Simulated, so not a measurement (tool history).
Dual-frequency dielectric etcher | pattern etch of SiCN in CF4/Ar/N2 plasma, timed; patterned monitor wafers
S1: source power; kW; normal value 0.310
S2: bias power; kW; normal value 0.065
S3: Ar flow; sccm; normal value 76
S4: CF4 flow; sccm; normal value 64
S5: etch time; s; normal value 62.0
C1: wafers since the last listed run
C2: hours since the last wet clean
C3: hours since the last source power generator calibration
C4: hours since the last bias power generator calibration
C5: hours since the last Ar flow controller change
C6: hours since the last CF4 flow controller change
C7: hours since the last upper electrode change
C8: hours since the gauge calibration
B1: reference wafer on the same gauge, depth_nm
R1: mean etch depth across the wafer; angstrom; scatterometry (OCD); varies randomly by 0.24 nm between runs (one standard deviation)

run 1 hour=0.0 | S1=0.310 S2=0.065 S3=90 S4=50 S5=62.0 | C1=0 C2=164.7 C3=5093.0 C4=20.2 C5=3646.7 C6=5640.5 C7=19.5 C8=672.8 | B1=44.31 | R1=368.1
run 2 hour=25.8 | S1=0.310 S2=0.065 S3=76 S4=64 S5=62.0 | C1=213 C2=190.5 C3=5118.8 C4=46.0 C5=3672.5 C6=5666.3 C7=45.3 C8=698.6 | B1=44.21 | R1=385.6
run 3 hour=49.3 | S1=0.370 S2=0.065 S3=76 S4=58 S5=62.0 | C1=194 C2=214.0 C3=5142.3 C4=69.5 C5=3696.0 C6=5689.8 C7=68.8 C8=722.1 | B1=44.20 | R1=446.8
run 4 hour=71.1 | S1=0.310 S2=0.065 S3=76 S4=64 S5=62.0 | C1=180 C2=235.8 C3=5164.1 C4=91.3 C5=3717.8 C6=5711.6 C7=90.6 C8=743.9 | B1=44.21 | R1=392.8
-- hour=77.9 Ar flow controller replaced
run 5 hour=101.1 | S1=0.310 S2=0.065 S3=76 S4=64 S5=62.0 | C1=198 C2=265.8 C3=5194.1 C4=121.3 C5=23.2 C6=5741.6 C7=120.6 C8=773.9 | B1=44.30 | R1=394.0
run 6 hour=133.1 | S1=0.250 S2=0.051 S3=76 S4=64 S5=62.0 | C1=264 C2=297.8 C3=5226.1 C4=153.3 C5=55.2 C6=5773.6 C7=152.6 C8=805.9 | B1=44.19 | R1=317.9
run 7 hour=168.2 | S1=0.250 S2=0.051 S3=76 S4=64 S5=62.0 | C1=290 C2=332.9 C3=5261.2 C4=188.4 C5=90.3 C6=5808.7 C7=187.7 C8=841.0 | B1=44.19 | R1=319.3
run 8 hour=203.2 | S1=0.310 S2=0.065 S3=76 S4=64 S5=69.5 | C1=289 C2=367.9 C3=5296.2 C4=223.4 C5=125.3 C6=5843.7 C7=222.7 C8=876.0 | B1=44.14 | R1=444.8
-- hour=215.7 CF4 flow controller replaced
-- hour=229.1 wet clean of the chamber
run 9 hour=230.5 | S1=0.270 S2=0.065 S3=76 S4=64 S5=62.0 | C1=65 C2=1.4 C3=5323.5 C4=250.7 C5=152.6 C6=14.8 C7=250.0 C8=903.3 | B1=44.12 | R1=335.1
run 10 hour=243.1 | S1=0.340 S2=0.080 S3=90 S4=64 S5=43.5 | C1=104 C2=14.0 C3=5336.1 C4=263.3 C5=165.2 C6=27.4 C7=262.6 C8=915.9 | B1=44.17 | R1=285.5
-- hour=248.9 gauge calibrated
run 11 hour=256.0 | S1=0.310 S2=0.076 S3=76 S4=64 S5=53.5 | C1=106 C2=26.9 C3=5349.0 C4=276.2 C5=178.1 C6=40.3 C7=275.5 C8=7.1 | B1=44.19 | R1=334.5
run 12 hour=276.2 | S1=0.370 S2=0.070 S3=82 S4=64 S5=71.0 | C1=167 C2=47.1 C3=5369.2 C4=296.4 C5=198.3 C6=60.5 C7=295.7 C8=27.3 | B1=44.18 | R1=498.5
-- hour=282.5 source power generator calibrated
run 13 hour=289.3 | S1=0.310 S2=0.065 S3=76 S4=64 S5=51.0 | C1=75 C2=60.2 C3=6.8 C4=309.5 C5=211.4 C6=73.6 C7=308.8 C8=40.4 | B1=44.23 | R1=311.4
run 14 hour=317.1 | S1=0.380 S2=0.065 S3=76 S4=72 S5=80.0 | C1=230 C2=88.0 C3=34.6 C4=337.3 C5=239.2 C6=101.4 C7=336.6 C8=68.2 | B1=44.18 | R1=582.0
run 15 hour=332.3 | S1=0.330 S2=0.065 S3=58 S4=53 S5=77.0 | C1=125 C2=103.2 C3=49.8 C4=352.5 C5=254.4 C6=116.6 C7=351.8 C8=83.4 | B1=44.24 | R1=503.1
run 16 hour=366.7 | S1=0.310 S2=0.065 S3=76 S4=77 S5=56.0 | C1=284 C2=137.6 C3=84.2 C4=386.9 C5=288.8 C6=151.0 C7=386.2 C8=117.8 | B1=44.26 | R1=348.2
run 17 hour=399.3 | S1=0.310 S2=0.065 S3=88 S4=57 S5=62.0 | C1=269 C2=170.2 C3=116.8 C4=419.5 C5=321.4 C6=183.6 C7=418.8 C8=150.4 | B1=44.14 | R1=370.7
run 18 hour=412.8 | S1=0.310 S2=0.065 S3=65 S4=64 S5=62.0 | C1=111 C2=183.7 C3=130.3 C4=433.0 C5=334.9 C6=197.1 C7=432.3 C8=163.9 | B1=44.13 | R1=395.3
run 19 hour=437.4 | S1=0.310 S2=0.065 S3=76 S4=64 S5=62.0 | C1=203 C2=208.3 C3=154.9 C4=457.6 C5=359.5 C6=221.7 C7=456.9 C8=188.5 | B1=44.13 | R1=384.7
run 20 hour=473.3 | S1=0.370 S2=0.065 S3=76 S4=69 S5=62.0 | C1=297 C2=244.2 C3=190.8 C4=493.5 C5=395.4 C6=257.6 C7=492.8 C8=224.4 | B1=44.11 | R1=451.9
run 21 hour=500.2 | S1=0.310 S2=0.065 S3=76 S4=64 S5=62.0 | C1=222 C2=271.1 C3=217.7 C4=520.4 C5=422.3 C6=284.5 C7=519.7 C8=251.3 | B1=44.08 | R1=390.1
run 22 hour=527.5 | S1=0.310 S2=0.079 S3=65 S4=64 S5=62.0 | C1=226 C2=298.4 C3=245.0 C4=547.7 C5=449.6 C6=311.8 C7=547.0 C8=278.6 | B1=44.12 | R1=410.8

Below are 3 alternative next runs, each starting from the tool's condition after run 22. Predict each:
run A hour=527.9 | S1=0.310 S2=0.065 S3=76 S4=51 S5=62.0 | C1=3 C2=298.8 C3=245.4 C4=548.1 C5=450.0 C6=312.2 C7=547.4 C8=279.0 | B1=? | R1=?
run B hour=527.9 | S1=0.310 S2=0.065 S3=68 S4=64 S5=47.0 | C1=3 C2=298.8 C3=245.4 C4=548.1 C5=450.0 C6=312.2 C7=547.4 C8=279.0 | B1=? | R1=?
run C hour=527.9 | S1=0.280 S2=0.065 S3=76 S4=64 S5=62.0 | C1=3 C2=298.8 C3=245.4 C4=548.1 C5=450.0 C6=312.2 C7=547.4 C8=279.0 | B1=? | R1=?

run=A B1=44.17 R1=387.8
run=B B1=44.17 R1=304.5
run=C B1=44.17 R1=365.1
Had the tool no hidden state, the same runs would have come out as:
run=A R1=375.4
run=B R1=294.7
run=C R1=353.4
